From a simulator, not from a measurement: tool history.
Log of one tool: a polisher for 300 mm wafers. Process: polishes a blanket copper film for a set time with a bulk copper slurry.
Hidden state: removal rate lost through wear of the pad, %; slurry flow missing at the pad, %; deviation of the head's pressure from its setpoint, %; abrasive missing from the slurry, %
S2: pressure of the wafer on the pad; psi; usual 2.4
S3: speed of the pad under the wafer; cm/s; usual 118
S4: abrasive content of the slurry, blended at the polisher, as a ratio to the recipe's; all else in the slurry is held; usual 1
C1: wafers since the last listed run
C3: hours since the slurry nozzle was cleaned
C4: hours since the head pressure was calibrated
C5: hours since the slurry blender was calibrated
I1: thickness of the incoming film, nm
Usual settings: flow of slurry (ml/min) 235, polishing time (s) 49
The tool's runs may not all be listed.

{"run": 1, "hour": 0.0, "flow of slurry (ml/min)": 235, "S2": 2.4, "S3": 94, "S4": 1, "polishing time (s)": 49, "C1": 0, "wafers polished on this pad": 501, "C3": 161.5, "C4": 1201.5, "C5": 110.9, "I1": 4264.1, "film removed (nm)": 317.6}
{"run": 2, "hour": 18.0, "flow of slurry (ml/min)": 235, "S2": 2.4, "S3": 94, "S4": 1, "polishing time (s)": 49, "C1": 237, "wafers polished on this pad": 738, "C3": 179.5, "C4": 1219.5, "C5": 128.9, "I1": 4351.9, "film removed (nm)": 308.4}
{"hour": 29.4, "done": "worn pad replaced by a new one"}
{"run": 3, "hour": 31.2, "flow of slurry (ml/min)": 235, "S2": 2.4, "S3": 118, "S4": 1, "polishing time (s)": 49, "C1": 121, "wafers polished on this pad": 23, "C3": 192.7, "C4": 1232.7, "C5": 142.1, "I1": 4226.9, "film removed (nm)": 403.2}
{"run": 4, "hour": 47.5, "flow of slurry (ml/min)": 235, "S2": 2.4, "S3": 118, "S4": 1, "polishing time (s)": 49, "C1": 214, "wafers polished on this pad": 238, "C3": 209, "C4": 1249, "C5": 158.4, "I1": 4259.1, "film removed (nm)": 391.6}
{"run": 5, "hour": 57.0, "flow of slurry (ml/min)": 235, "S2": 2.4, "S3": 118, "S4": 1, "polishing time (s)": 49, "C1": 125, "wafers polished on this pad": 363, "C3": 218.5, "C4": 1258.5, "C5": 167.9, "I1": 4287.9, "film removed (nm)": 386.2}
{"hour": 63.1, "done": "slurry nozzle cleaned"}
{"run": 6, "hour": 66.6, "flow of slurry (ml/min)": 235, "S2": 2.4, "S3": 118, "S4": 1, "polishing time (s)": 49, "C1": 113, "wafers polished on this pad": 476, "C3": 3.5, "C4": 1268.1, "C5": 177.5, "I1": 4252.5, "film removed (nm)": 382.4}
{"run": 7, "hour": 73.4, "flow of slurry (ml/min)": 235, "S2": 2.4, "S3": 118, "S4": 1, "polishing time (s)": 49, "C1": 89, "wafers polished on this pad": 566, "C3": 10.3, "C4": 1274.9, "C5": 184.3, "I1": 4180.8, "film removed (nm)": 374.5}
{"hour": 77.3, "done": "head pressure recalibrated"}
{"hour": 82.8, "done": "worn pad replaced by a new one"}
{"run": 8, "hour": 84.9, "flow of slurry (ml/min)": 235, "S2": 2.4, "S3": 118, "S4": 1, "polishing time (s)": 49, "C1": 72, "wafers polished on this pad": 27, "C3": 21.8, "C4": 7.6, "C5": 195.8, "I1": 4361.1, "film removed (nm)": 399}
{"run": 9, "hour": 100.9, "flow of slurry (ml/min)": 235, "S2": 2.4, "S3": 118, "S4": 1, "polishing time (s)": 49, "C1": 210, "wafers polished on this pad": 238, "C3": 37.8, "C4": 23.6, "C5": 211.8, "I1": 4217.8, "film removed (nm)": 395.9}
{"run": 10, "hour": 114.9, "flow of slurry (ml/min)": 235, "S2": 2.4, "S3": 118, "S4": 0.9, "polishing time (s)": 49, "C1": 184, "wafers polished on this pad": 422, "C3": 51.8, "C4": 37.6, "C5": 225.8, "I1": 4234.7, "film removed (nm)": 377.3}
{"hour": 127.2, "done": "slurry blender recalibrated"}
{"run": 11, "hour": 127.6, "flow of slurry (ml/min)": 235, "S2": 2.4, "S3": 150, "S4": 1, "polishing time (s)": 45, "C1": 141, "wafers polished on this pad": 563, "C3": 64.5, "C4": 50.3, "C5": 0.4, "I1": 4176.2, "film removed (nm)": 427.9}
{"run": 12, "hour": 139.4, "flow of slurry (ml/min)": 160, "S2": 2.7, "S3": 152, "S4": 1, "polishing time (s)": 49, "C1": 155, "wafers polished on this pad": 719, "C3": 76.3, "C4": 62.1, "C5": 12.2, "I1": 4289.7, "film removed (nm)": 506.6}
{"hour": 149.0, "done": "worn pad replaced by a new one"}
{"run": 13, "hour": 149.5, "flow of slurry (ml/min)": 205, "S2": 2.4, "S3": 118, "S4": 1, "polishing time (s)": 49, "C1": 80, "wafers polished on this pad": 6, "C3": 86.4, "C4": 72.2, "C5": 22.3, "I1": 4251.8, "film removed (nm)": 399.7}
{"run": 14, "hour": 162.0, "flow of slurry (ml/min)": 235, "S2": 2.8, "S3": 106, "S4": 0.85, "polishing time (s)": 49, "C1": 164, "wafers polished on this pad": 171, "C3": 98.9, "C4": 84.7, "C5": 34.8, "I1": 4289.2, "film removed (nm)": 409.1}

Some steps in film removed (nm) between neighbouring runs. How much of each would the tool show without its hidden state too (settings, what came in, random variation), and how much is left for the hidden state, with any gauge scatter that isn't in both results?
Run 12 -> 13: flow of slurry (ml/min) 160 -> 205, S2 2.7 -> 2.4, S3 152 -> 118, worn pad replaced by a new one. film removed (nm) -106.9: hidden state +43.7, all else -150.6.
